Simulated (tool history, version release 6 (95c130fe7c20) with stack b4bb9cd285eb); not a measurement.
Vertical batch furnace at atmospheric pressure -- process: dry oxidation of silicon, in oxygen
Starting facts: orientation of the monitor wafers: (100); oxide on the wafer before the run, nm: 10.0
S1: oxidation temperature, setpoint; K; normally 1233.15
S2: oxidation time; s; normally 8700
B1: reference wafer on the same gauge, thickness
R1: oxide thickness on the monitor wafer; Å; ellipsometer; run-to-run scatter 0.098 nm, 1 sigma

Run 1, hour 0.0: usual settings; B1 68.69. Result: R1 656.7 Å.
Run 2, hour 18.9: usual settings; B1 68.69. Result: R1 656.0 Å.
At hour 60.5: gauge calibrated.
Run 3, hour 63.6: usual settings but S2 7440 s; B1 68.71. Result: R1 590.2 Å.
Run 4, hour 78.4: usual settings but S2 7440 s; B1 68.70. Result: R1 590.9 Å.
Run 5, hour 92.2: usual settings but S2 7440 s; B1 68.73. Result: R1 589.9 Å.
Run 6, hour 114.1: usual settings but S2 10830 s; B1 68.68. Result: R1 761.4 Å.
At hour 148.6: thermocouples replaced and temperature profile calibrated.
At hour 152.4: boat lift adjusted.
Run 7, hour 152.9: usual settings; B1 68.67. Result: R1 658.0 Å.
Run 8, hour 158.4: usual settings but S1 1215.15 K, S2 12990 s; B1 68.74. Result: R1 738.9 Å.
Run 9, hour 165.4: usual settings but S2 6900 s; B1 68.74. Result: R1 562.0 Å.
At hour 181.6: gauge calibrated.
Run 10, hour 184.6: usual settings but S1 1249.15 K, S2 12600 s; B1 68.67. Result: R1 947.6 Å.
Run 11, hour 200.4: usual settings but S2 7440 s; B1 68.71. Result: R1 591.0 Å.
Run 12, hour 208.9: usual settings but S2 7440 s; B1 68.72. Result: R1 590.8 Å.
Run 13, hour 220.0: usual settings but S1 1248.15 K, S2 4650 s; B1 68.69. Result: R1 482.8 Å.
Run 14, hour 239.8: usual settings; B1 68.69. Result: R1 655.5 Å.
Run 15, hour 254.7: usual settings but S1 1242.15 K, S2 12990 s; B1 68.70. Result: R1 922.9 Å.

What was the tool's hidden state at every run in the log?
true tube temperature minus thermocouple reading, K: 0 on each run
monitor wafer colder than the profiled boat position, K: 0 on each run
gauge reads high (%): 0 on each run
